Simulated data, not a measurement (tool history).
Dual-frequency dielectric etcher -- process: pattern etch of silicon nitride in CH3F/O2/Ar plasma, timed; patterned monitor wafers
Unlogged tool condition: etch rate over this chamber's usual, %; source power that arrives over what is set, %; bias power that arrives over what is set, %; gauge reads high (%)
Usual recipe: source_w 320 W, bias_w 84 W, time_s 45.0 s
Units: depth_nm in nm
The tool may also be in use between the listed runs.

| run | day | source_w | bias_w | time_s | wafers since the last listed run | hours since the last wet clean | hours since the last source power generator calibration | hours since the last bias power generator calibration | hours since the last upper electrode change | hours since the gauge calibration | read-back reference wafer on the same gauge, depth_nm | depth_nm |
|---|---|---|---|---|---|---|---|---|---|---|---|---|
| 1 | 0.000 | 320 | 84 | 36.5 | 0 | 163.9 | 4618.9 | 3154.7 | 3333.8 | 243.3 | 27.53 | 25.51 |
| 2 | 1.583 | 320 | 84 | 36.5 | 573 | 201.9 | 4656.9 | 3192.7 | 3371.8 | 281.3 | 27.50 | 25.64 |
| 3 | 3.696 | 320 | 84 | 36.5 | 764 | 252.6 | 4707.6 | 3243.4 | 3422.5 | 332.0 | 27.51 | 25.53 |
| 4 | 5.392 | 320 | 84 | 39.5 | 613 | 293.3 | 4748.3 | 3284.1 | 3463.2 | 372.7 | 27.50 | 27.40 |
| 5 | 8.275 | 320 | 84 | 39.5 | 1043 | 362.5 | 4817.5 | 3353.3 | 3532.4 | 441.9 | 27.46 | 27.44 |
| 6 | 10.288 | 320 | 84 | 39.5 | 728 | 410.8 | 4865.8 | 3401.6 | 3580.7 | 490.2 | 27.53 | 27.09 |
| 7 | 13.188 | 320 | 84 | 37.5 | 1049 | 480.4 | 4935.4 | 3471.2 | 3650.3 | 559.8 | 27.54 | 25.72 |
| 8 | 16.158 | 320 | 84 | 37.5 | 1075 | 551.7 | 5006.7 | 3542.5 | 3721.6 | 631.1 | 27.51 | 25.57 |
|  | 18.008 | wet clean of the chamber |
| 9 | 18.062 | 320 | 97 | 45.0 | 327 | 1.3 | 5052.4 | 3588.2 | 3767.3 | 676.8 | 27.43 | 33.89 |
|  | 18.550 | source power generator calibrated |
| 10 | 21.000 | 320 | 97 | 45.0 | 1002 | 71.8 | 58.8 | 3658.7 | 3837.8 | 747.3 | 27.50 | 33.94 |
| 11 | 22.304 | 320 | 97 | 45.0 | 472 | 103.1 | 90.1 | 3690.0 | 3869.1 | 778.6 | 27.48 | 33.55 |
|  | 23.767 | upper electrode replaced |
|  | 24.696 | gauge calibrated |
| 12 | 25.279 | 320 | 84 | 36.5 | 714 | 174.5 | 161.5 | 3761.4 | 36.3 | 14.0 | 27.53 | 25.53 |
| 13 | 27.658 | 250 | 76 | 45.0 | 861 | 231.6 | 218.6 | 3818.5 | 93.4 | 71.1 | 27.48 | 28.84 |
| 14 | 29.725 | 320 | 84 | 51.5 | 748 | 281.2 | 268.2 | 3868.1 | 143.0 | 120.7 | 27.56 | 35.83 |
| 15 | 32.400 | 270 | 84 | 41.0 | 968 | 345.4 | 332.4 | 3932.3 | 207.2 | 184.9 | 27.51 | 27.29 |
| 16 | 34.704 | 320 | 84 | 52.5 | 834 | 400.7 | 387.7 | 3987.6 | 262.5 | 240.2 | 27.52 | 36.68 |
| 17 | 36.329 | 320 | 67 | 45.0 | 588 | 439.7 | 426.7 | 4026.6 | 301.5 | 279.2 | 27.47 | 28.77 |
|  | 36.621 | bias power generator calibrated |
| 18 | 39.121 | 370 | 93 | 52.5 | 950 | 506.7 | 493.7 | 60.0 | 368.5 | 346.2 | 27.49 | 38.81 |
|  | 40.288 | wet clean of the chamber |
| 19 | 42.100 | 280 | 84 | 45.0 | 716 | 43.5 | 565.2 | 131.5 | 440.0 | 417.7 | 27.48 | 30.99 |

Predict the results of run 20:
| 20 | 45.004 | 340 | 99 | 45.0 | 1051 | 113.2 | 634.9 | 201.2 | 509.7 | 487.4 | ? | ? |

read-back reference wafer on the same gauge, depth_nm: 27.46
depth_nm: 34.30 nm
On a tool with no hidden condition, and with the same random variation, this run would have come out at depth_nm 34.56 nm.

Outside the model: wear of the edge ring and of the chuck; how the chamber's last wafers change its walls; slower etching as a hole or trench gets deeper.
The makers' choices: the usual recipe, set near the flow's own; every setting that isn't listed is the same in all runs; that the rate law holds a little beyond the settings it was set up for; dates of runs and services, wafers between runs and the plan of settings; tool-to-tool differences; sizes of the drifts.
